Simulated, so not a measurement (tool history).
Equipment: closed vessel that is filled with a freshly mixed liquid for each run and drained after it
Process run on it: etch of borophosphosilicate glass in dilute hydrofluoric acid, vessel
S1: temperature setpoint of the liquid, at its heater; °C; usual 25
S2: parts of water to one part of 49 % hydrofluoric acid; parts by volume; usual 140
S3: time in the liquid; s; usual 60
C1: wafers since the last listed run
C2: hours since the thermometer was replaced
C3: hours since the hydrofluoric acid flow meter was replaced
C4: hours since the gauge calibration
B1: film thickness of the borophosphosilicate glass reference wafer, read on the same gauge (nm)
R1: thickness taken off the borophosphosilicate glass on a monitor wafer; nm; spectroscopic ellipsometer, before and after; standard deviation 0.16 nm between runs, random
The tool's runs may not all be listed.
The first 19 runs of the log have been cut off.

Run 20, hour 485.4: usual settings but S3 95 s; C1 3442; C2 1798.4; C3 416.8; C4 65.7; B1 139.99. Result: R1 29.6 nm.
Run 21, hour 514.4: usual settings but S3 85 s; C1 2936; C2 1827.4; C3 445.8; C4 94.7; B1 140.04. Result: R1 25.97 nm.
Run 22, hour 539.9: usual settings but S1 26.5 °C; C1 2581; C2 1852.9; C3 471.3; C4 120.2; B1 139.97. Result: R1 19.3 nm.
Run 23, hour 566.5: usual settings but S1 23 °C, S2 85 parts by volume, S3 40 s; C1 2693; C2 1879.5; C3 497.9; C4 146.8; B1 140.02. Result: R1 19.86 nm.
At hour 585.2: thermometer replaced.
Run 24, hour 595.1: usual settings but S1 22.5 °C, S2 85 parts by volume, S3 50 s; C1 2794; C2 9.9; C3 526.5; C4 175.4; B1 140.02. Result: R1 25.87 nm.
Run 25, hour 630.7: usual settings but S1 26.5 °C, S3 30 s; C1 3604; C2 45.5; C3 562.1; C4 211; B1 140.03. Result: R1 10.17 nm.
Run 26, hour 649.4: usual settings; C1 1893; C2 64.2; C3 580.8; C4 229.7; B1 139.99. Result: R1 19.44 nm.
Run 27, hour 701.4: usual settings; C1 5265; C2 116.2; C3 632.8; C4 281.7; B1 139.99. Result: R1 19.39 nm.
Run 28, hour 730.1: usual settings but S2 95 parts by volume; C1 2905; C2 144.9; C3 661.5; C4 310.4; B1 139.96. Result: R1 30.34 nm.
Run 29, hour 755: usual settings but S3 75 s; C1 2521; C2 169.8; C3 686.4; C4 335.3; B1 140.06. Result: R1 23.8 nm.
Run 30, hour 786: usual settings but S1 26.5 °C, S2 95 parts by volume; C1 3138; C2 200.8; C3 717.4; C4 366.3; B1 140.01. Result: R1 31.63 nm.
Run 31, hour 816.7: usual settings but S3 35 s; C1 3108; C2 231.5; C3 748.1; C4 397; B1 140.05. Result: R1 11.2 nm.
Run 32, hour 831.5: usual settings but S1 30 °C; C1 1498; C2 246.3; C3 762.9; C4 411.8; B1 139.99. Result: R1 23.32 nm.

Predict each of these 4 candidate next runs independently; none follows another, all start after run 32:
Run A, hour 832.2: usual settings; C1 70; C2 247; C3 763.6; C4 412.5; B1 ?. Result: R1 ?.
Run B, hour 832.2: usual settings but S3 30 s; C1 70; C2 247; C3 763.6; C4 412.5; B1 ?. Result: R1 ?.
Run C, hour 832.2: usual settings but S2 115 parts by volume; C1 70; C2 247; C3 763.6; C4 412.5; B1 ?. Result: R1 ?.
Run D, hour 832.2: usual settings but S1 27.5 °C, S2 85 parts by volume, S3 95 s; C1 70; C2 247; C3 763.6; C4 412.5; B1 ?. Result: R1 ?.

run      B1     R1
  A  139.95  19.57
  B  139.95   9.79
  C  139.95  24.55
  D  139.95  60.24
Without the tool's unlogged condition, the same runs would have read:
run     R1
  A  19.91
  B   9.96
  C  24.98
  D   61.3
